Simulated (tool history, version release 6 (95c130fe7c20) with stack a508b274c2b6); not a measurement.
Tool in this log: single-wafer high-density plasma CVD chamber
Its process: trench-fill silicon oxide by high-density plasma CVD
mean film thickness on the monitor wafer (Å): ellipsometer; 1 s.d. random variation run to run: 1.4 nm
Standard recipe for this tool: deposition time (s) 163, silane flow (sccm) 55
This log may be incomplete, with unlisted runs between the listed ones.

run,hour,deposition time (s),silane flow (sccm),"read-back reference wafer on the same gauge, thickness_nm",mean film thickness on the monitor wafer (Å)
1,0,163,55,1082.743,9446.9
2,13.8,163,55,1082.83,9413.55
3,23.2,163,55,1083.621,9425.64
4,32.9,163,55,1083.229,9416.9
5,41.4,163,55,1083.422,9411.26
6,50.8,163,55,1083.226,9431.35
7,66.7,140,55,1083.378,8102.72
# hour 70.2: gauge calibrated
# hour 76.9: silane flow controller replaced
8,77.4,163,55,1082.876,9446.14

Predict the results of run 9:
9,86.7,188,63,?,?

Run 9 came out at read-back reference wafer on the same gauge, thickness_nm 1083.042, mean film thickness on the monitor wafer (Å) 12464.87.
Were there no unlogged condition in the tool, this run, its random variation unchanged, would have produced mean film thickness on the monitor wafer (Å) 12464.87.

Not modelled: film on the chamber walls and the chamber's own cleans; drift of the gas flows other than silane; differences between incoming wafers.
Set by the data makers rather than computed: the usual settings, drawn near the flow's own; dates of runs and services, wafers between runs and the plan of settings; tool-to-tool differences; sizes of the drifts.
